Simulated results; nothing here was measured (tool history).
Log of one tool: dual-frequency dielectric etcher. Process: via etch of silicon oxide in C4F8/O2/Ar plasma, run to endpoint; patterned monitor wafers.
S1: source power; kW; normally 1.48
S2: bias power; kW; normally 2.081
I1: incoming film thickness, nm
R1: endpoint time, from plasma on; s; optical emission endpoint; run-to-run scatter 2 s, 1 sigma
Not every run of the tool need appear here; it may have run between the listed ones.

run,hour,S1,S2,I1,R1
1,0,1.69,2.081,1909.8,409.4
2,64.3,1.69,2.081,1916.5,414.3
3,145.8,1.69,2.081,1898.8,415.9
4,190.5,1.48,2.081,1889.5,434.4
5,259.3,1.48,2.081,1929.5,448.1
6,336.2,1.48,2.237,1907.3,434.9
7,377.8,1.48,2.237,1908.1,437
8,466.1,1.37,2.081,1906.1,459.4
9,557.6,1.48,2.081,1909.2,449.3
# hour 630: wet clean of the chamber
10,638.5,1.48,2.081,1914.4,435.9
# hour 695.8: bias power generator calibrated
# hour 741.8: upper electrode replaced
11,742.3,1.48,2.081,1916.9,436.6
12,821.9,1.48,2.081,1893.2,434.7
13,863.6,1.48,2.081,1889.9,435.7
14,911.8,1.18,2.591,1897,456.1
15,1183,1.48,2.081,1925.4,450.1
# hour 1233.6: wet clean of the chamber
16,1261.9,1.77,1.616,1899.8,423.2
17,1316.4,1.48,2.081,1911.9,440.6
18,1370,1.25,2.586,1921.1,449
19,1406.1,1.58,1.684,1904.4,449.8
20,1472.8,1.22,1.681,1913.7,503.3
# hour 1504.2: source power generator calibrated
21,1727.5,1.21,2.081,1899.9,484.3
# hour 1769.2: wet clean of the chamber
22,1819.5,1.7,2.081,1917,411
23,1858.7,1.48,2.081,1903.4,434
24,1901.5,1.85,2.469,1904.9,381.3
25,1974.8,1.59,1.598,1910.7,453.3
26,2043.9,1.48,2.081,1911.9,441.3

Consider 4 possible next runs. They are alternatives, not a sequence: every one starts from the tool as it was left by run 26. What does each give?
A,2044.4,1.48,2.081,1902.3,?
B,2044.4,1.18,2.437,1902.3,?
C,2044.4,1.68,1.695,1902.3,?
D,2044.4,1.29,1.617,1902.3,?

run,R1
A,440.2
B,467.3
C,436.7
D,495.9
The same runs, with their run-to-run variation unchanged, on a tool lacking any hidden condition would have given:
run,R1
A,433.7
B,460.5
C,430.3
D,488.7
